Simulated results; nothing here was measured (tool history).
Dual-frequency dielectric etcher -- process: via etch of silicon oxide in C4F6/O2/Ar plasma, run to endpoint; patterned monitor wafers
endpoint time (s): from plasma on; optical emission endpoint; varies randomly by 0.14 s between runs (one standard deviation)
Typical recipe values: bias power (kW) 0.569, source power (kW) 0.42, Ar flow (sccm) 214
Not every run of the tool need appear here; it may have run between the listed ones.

| run | hour | bias power (kW) | source power (kW) | Ar flow (sccm) | incoming incoming film thickness, nm | endpoint time (s) |
|---|---|---|---|---|---|---|
| 1 | 0 | 0.569 | 0.42 | 238 | 116.2 | 24.4 |
| 2 | 67.4 | 0.53 | 0.42 | 190 | 118.1 | 24.9 |
| 3 | 112.9 | 0.53 | 0.42 | 190 | 117.4 | 24.7 |
| 4 | 159.2 | 0.53 | 0.42 | 190 | 118.1 | 24.8 |
| 5 | 210.1 | 0.52 | 0.42 | 214 | 117.1 | 25.1 |
| 6 | 262.2 | 0.52 | 0.42 | 214 | 119.2 | 25.3 |
| 7 | 299.9 | 0.569 | 0.42 | 172 | 117.7 | 23.3 |
| 8 | 351 | 0.569 | 0.42 | 172 | 118.4 | 23.5 |
| 9 | 439.1 | 0.569 | 0.42 | 172 | 117.6 | 23.4 |
| 10 | 489.6 | 0.569 | 0.42 | 214 | 117.7 | 23.8 |
| 11 | 556.4 | 0.569 | 0.42 | 214 | 116.5 | 23.6 |
| 12 | 650.1 | 0.569 | 0.42 | 238 | 116.8 | 24.2 |
| 13 | 706.5 | 0.508 | 0.34 | 164 | 118 | 27.2 |
| 14 | 788.6 | 0.428 | 0.42 | 251 | 117.2 | 27.8 |
| 15 | 860.8 | 0.569 | 0.42 | 214 | 117.2 | 23.9 |
| 16 | 949.4 | 0.569 | 0.42 | 214 | 118 | 23.9 |
| 17 | 1009.4 | 0.569 | 0.51 | 214 | 118.6 | 22.1 |
| 18 | 1094.6 | 0.466 | 0.5 | 214 | 117.7 | 24.3 |
| 19 | 1157.1 | 0.569 | 0.42 | 203 | 117 | 23.8 |
| 20 | 1260.8 | 0.489 | 0.42 | 214 | 117.2 | 25.7 |
| 21 | 1364.7 | 0.569 | 0.42 | 193 | 118.4 | 23.8 |
| 22 | 1441.7 | 0.687 | 0.35 | 189 | 117.1 | 23.6 |
| 23 | 1469 | 0.665 | 0.34 | 163 | 118.6 | 24.5 |
| 24 | 1517.7 | 0.489 | 0.42 | 214 | 116.4 | 25.5 |
| 25 | 1590.5 | 0.461 | 0.42 | 214 | 117 | 26.5 |
| 26 | 1696.5 | 0.569 | 0.42 | 214 | 118.5 | 24.5 |
| 27 | 1769.9 | 0.658 | 0.46 | 248 | 117.9 | 21.8 |
| 28 | 1861.2 | 0.569 | 0.42 | 214 | 117.5 | 23.9 |

Put back what was entered between runs (7 entries, withheld): which listed runs does each sit between, and how does the hidden state differ from the listed run before to the listed run after?
From run 3 to run 4: upper electrode replaced (hour 142.2)
  source power that arrives over what is set, %: -4.23 -> -4.31
  the result without the hidden state subtracted from the measured one, endpoint time (s): +0.5 -> +0.5
From run 5 to run 6: source power generator calibrated (hour 241.5)
  source power that arrives over what is set, %: -4.4 -> -0.0876
  the result without the hidden state subtracted from the measured one, endpoint time (s): +0.5 -> +0
From run 9 to run 10: wet clean of the chamber (hour 489.1)
  source power that arrives over what is set, %: -0.395 -> -0.482
  the result without the hidden state subtracted from the measured one, endpoint time (s): +0 -> +0
From run 15 to run 16: wet clean of the chamber (hour 944.6)
  source power that arrives over what is set, %: -1.13 -> -1.28
  the result without the hidden state subtracted from the measured one, endpoint time (s): +0.1 -> +0.2
From run 19 to run 20: bias power generator calibrated (hour 1164.1)
  source power that arrives over what is set, %: -1.64 -> -1.82
  the result without the hidden state subtracted from the measured one, endpoint time (s): +0.2 -> +0.2
From run 20 to run 21: Ar flow controller replaced (hour 1364.2)
  source power that arrives over what is set, %: -1.82 -> -2
  the result without the hidden state subtracted from the measured one, endpoint time (s): +0.2 -> +0.2
From run 21 to run 22: wet clean of the chamber (hour 1441.2)
  source power that arrives over what is set, %: -2 -> -2.13
  the result without the hidden state subtracted from the measured one, endpoint time (s): +0.2 -> +0.2
